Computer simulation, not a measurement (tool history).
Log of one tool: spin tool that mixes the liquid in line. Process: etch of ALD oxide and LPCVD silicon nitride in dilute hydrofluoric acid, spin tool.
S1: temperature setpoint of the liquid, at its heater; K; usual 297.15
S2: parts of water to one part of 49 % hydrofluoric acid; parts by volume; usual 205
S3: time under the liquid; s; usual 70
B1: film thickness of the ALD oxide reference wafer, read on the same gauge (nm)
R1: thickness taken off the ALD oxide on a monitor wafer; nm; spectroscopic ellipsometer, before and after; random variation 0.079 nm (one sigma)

{"run": 1, "day": 0.0, "S1": 297.15, "S2": 205, "S3": 40, "B1": 90.01, "R1": 6.35}
{"run": 2, "day": 1.475, "S1": 297.15, "S2": 205, "S3": 35, "B1": 90.03, "R1": 5.44}
{"run": 3, "day": 2.183, "S1": 297.15, "S2": 250, "S3": 70, "B1": 90.0, "R1": 8.74}
{"run": 4, "day": 3.308, "S1": 297.15, "S2": 205, "S3": 80, "B1": 89.98, "R1": 12.68}
{"run": 5, "day": 4.625, "S1": 295.15, "S2": 110, "S3": 70, "B1": 89.99, "R1": 21.2}
{"day": 4.904, "done": "thermometer replaced"}
{"day": 5.788, "done": "gauge calibrated"}
{"run": 6, "day": 5.929, "S1": 297.15, "S2": 205, "S3": 100, "B1": 90.01, "R1": 14.4}
{"run": 7, "day": 6.567, "S1": 297.15, "S2": 150, "S3": 80, "B1": 90.01, "R1": 16.9}
{"day": 8.854, "done": "hydrofluoric acid flow meter replaced"}
{"run": 8, "day": 8.95, "S1": 293.15, "S2": 205, "S3": 70, "B1": 90.04, "R1": 7.94}
{"run": 9, "day": 9.854, "S1": 294.15, "S2": 205, "S3": 40, "B1": 90.06, "R1": 4.74}
{"run": 10, "day": 10.554, "S1": 292.15, "S2": 175, "S3": 90, "B1": 90.0, "R1": 11.73}
{"run": 11, "day": 11.392, "S1": 293.65, "S2": 205, "S3": 95, "B1": 89.97, "R1": 11.03}
{"run": 12, "day": 12.204, "S1": 297.15, "S2": 205, "S3": 70, "B1": 89.99, "R1": 9.15}
{"run": 13, "day": 12.762, "S1": 300.65, "S2": 205, "S3": 80, "B1": 90.05, "R1": 12.23}
{"run": 14, "day": 13.608, "S1": 293.15, "S2": 165, "S3": 100, "B1": 89.99, "R1": 14.77}
{"run": 15, "day": 14.688, "S1": 297.15, "S2": 205, "S3": 70, "B1": 89.99, "R1": 9.35}
{"run": 16, "day": 15.4, "S1": 297.15, "S2": 205, "S3": 70, "B1": 90.0, "R1": 9.16}
{"run": 17, "day": 16.196, "S1": 297.15, "S2": 270, "S3": 85, "B1": 89.99, "R1": 8.04}
{"run": 18, "day": 17.45, "S1": 297.15, "S2": 205, "S3": 70, "B1": 90.05, "R1": 9.35}
{"run": 19, "day": 18.212, "S1": 301.15, "S2": 140, "S3": 80, "B1": 90.0, "R1": 19.67}
{"run": 20, "day": 18.908, "S1": 294.15, "S2": 270, "S3": 95, "B1": 90.02, "R1": 8.02}
{"run": 21, "day": 19.821, "S1": 294.15, "S2": 255, "S3": 105, "B1": 90.01, "R1": 9.6}
{"run": 22, "day": 20.9, "S1": 301.65, "S2": 115, "S3": 70, "B1": 89.99, "R1": 22.05}
{"run": 23, "day": 21.933, "S1": 297.15, "S2": 205, "S3": 80, "B1": 89.96, "R1": 11.03}
{"run": 24, "day": 23.538, "S1": 299.15, "S2": 270, "S3": 70, "B1": 89.98, "R1": 7.21}
{"run": 25, "day": 24.392, "S1": 297.15, "S2": 205, "S3": 105, "B1": 90.02, "R1": 14.53}

Forecast each of these 5 alternatives for the next run:
{"run": "A", "day": 24.408, "S1": 301.65, "S2": 205, "S3": 70, "B1": "?", "R1": "?"}
{"run": "B", "day": 24.408, "S1": 301.65, "S2": 275, "S3": 70, "B1": "?", "R1": "?"}
{"run": "C", "day": 24.408, "S1": 297.15, "S2": 170, "S3": 100, "B1": "?", "R1": "?"}
{"run": "D", "day": 24.408, "S1": 295.65, "S2": 155, "S3": 35, "B1": "?", "R1": "?"}
{"run": "E", "day": 24.408, "S1": 297.15, "S2": 120, "S3": 70, "B1": "?", "R1": "?"}

run=A B1=90.00 R1=11.39
run=B B1=90.00 R1=7.84
run=C B1=90.00 R1=17.35
run=D B1=90.00 R1=6.40
run=E B1=90.00 R1=18.22
Without the tool's hidden state the same runs would have given:
run=A R1=10.64
run=B R1=7.32
run=C R1=16.20
run=D R1=5.97
run=E R1=17.01

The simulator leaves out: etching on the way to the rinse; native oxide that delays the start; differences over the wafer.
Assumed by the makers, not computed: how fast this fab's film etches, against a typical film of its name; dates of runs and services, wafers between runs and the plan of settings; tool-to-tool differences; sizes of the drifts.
